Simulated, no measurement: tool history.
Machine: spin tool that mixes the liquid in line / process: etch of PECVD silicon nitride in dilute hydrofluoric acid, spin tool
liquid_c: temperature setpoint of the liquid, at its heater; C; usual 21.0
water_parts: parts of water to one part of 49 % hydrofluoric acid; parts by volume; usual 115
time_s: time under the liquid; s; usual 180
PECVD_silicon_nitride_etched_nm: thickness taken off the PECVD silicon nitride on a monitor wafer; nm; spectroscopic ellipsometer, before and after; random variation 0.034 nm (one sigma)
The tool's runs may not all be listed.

run,day,liquid_c,water_parts,time_s,wafers since the last listed run,hours since the thermometer was replaced,hours since the hydrofluoric acid flow meter was replaced,hours since the gauge calibration,"read-back film thickness of the PECVD silicon nitride reference wafer, read on the same gauge (nm)",PECVD_silicon_nitride_etched_nm
1,0.000,18.0,115,140,0,579.2,1078.0,295.4,89.989,2.879
2,0.558,21.0,115,180,83,592.6,1091.4,308.8,90.024,4.582
3,0.904,21.0,115,180,51,600.9,1099.7,317.1,89.983,4.520
4,1.338,21.0,115,180,64,611.3,1110.1,327.5,90.012,4.528
5,2.975,21.0,115,180,245,650.6,1149.4,366.8,89.994,4.513
6,3.679,21.0,115,180,105,667.5,1166.3,383.7,89.990,4.493
7,4.242,21.0,115,180,84,681.0,1179.8,397.2,89.997,4.528
8,4.908,21.0,115,95,99,697.0,1195.8,413.2,90.005,2.385
9,5.629,21.0,115,180,107,714.3,1213.1,430.5,90.019,4.423
10,6.196,21.0,115,180,84,727.9,1226.7,444.1,90.002,4.466
11,6.779,21.0,115,180,87,741.9,1240.7,458.1,89.995,4.523
12,7.479,23.5,155,220,104,758.7,1257.5,474.9,90.007,4.847
13,7.908,17.0,170,105,64,769.0,1267.8,485.2,89.987,1.356
14,8.592,21.0,115,180,102,785.4,1284.2,501.6,89.996,4.467
15,9.317,21.0,115,180,108,802.8,1301.6,519.0,90.003,4.417
16,9.692,23.5,115,180,56,811.8,1310.6,528.0,90.006,5.225
17,10.154,21.0,115,180,69,822.9,1321.7,539.1,89.994,4.454
# day 10.304: thermometer replaced
18,10.488,23.5,115,180,43,4.4,1329.7,547.1,90.004,5.834
# day 10.642: gauge calibrated
# day 10.992: hydrofluoric acid flow meter replaced
19,11.104,21.0,115,245,86,19.2,2.7,11.1,90.019,6.710
20,11.654,18.5,160,280,82,32.4,15.9,24.3,90.015,4.753
21,12.258,23.5,60,180,90,46.9,30.4,38.8,90.012,11.018
22,12.875,22.5,130,180,92,61.7,45.2,53.6,89.999,4.834
23,13.517,18.5,95,180,96,77.1,60.6,69.0,90.011,5.004
24,13.917,17.0,115,180,59,86.7,70.2,78.6,89.986,3.719
25,14.554,21.0,85,140,95,102.0,85.5,93.9,89.996,5.117
26,15.283,21.0,115,80,109,119.5,103.0,111.4,90.015,2.195
27,15.933,21.0,115,180,97,135.1,118.6,127.0,89.977,4.891
28,16.388,21.0,115,180,68,146.0,129.5,137.9,90.003,4.857
29,16.712,18.0,140,265,48,153.8,137.3,145.7,89.998,4.829
30,17.388,21.0,60,180,101,170.0,153.5,161.9,90.003,9.125
31,17.788,18.0,160,110,59,179.6,163.1,171.5,89.967,1.748

Alternative continuations, all from the tool just after run 31; predict every row:
A,17.808,21.0,115,290,3,180.1,163.6,172.0,?,?
B,17.808,25.5,65,220,3,180.1,163.6,172.0,?,?
C,17.808,23.5,80,110,3,180.1,163.6,172.0,?,?
D,17.808,26.0,65,180,3,180.1,163.6,172.0,?,?
E,17.808,22.5,155,85,3,180.1,163.6,172.0,?,?

run,"read-back film thickness of the PECVD silicon nitride reference wafer, read on the same gauge (nm)",PECVD_silicon_nitride_etched_nm
A,90.008,7.656
B,90.008,13.748
C,90.008,4.904
D,90.008,11.627
E,90.008,1.851
Without the tool's unlogged condition, the same runs would have read:
run,PECVD_silicon_nitride_etched_nm
A,7.876
B,14.136
C,5.043
D,11.954
E,1.902

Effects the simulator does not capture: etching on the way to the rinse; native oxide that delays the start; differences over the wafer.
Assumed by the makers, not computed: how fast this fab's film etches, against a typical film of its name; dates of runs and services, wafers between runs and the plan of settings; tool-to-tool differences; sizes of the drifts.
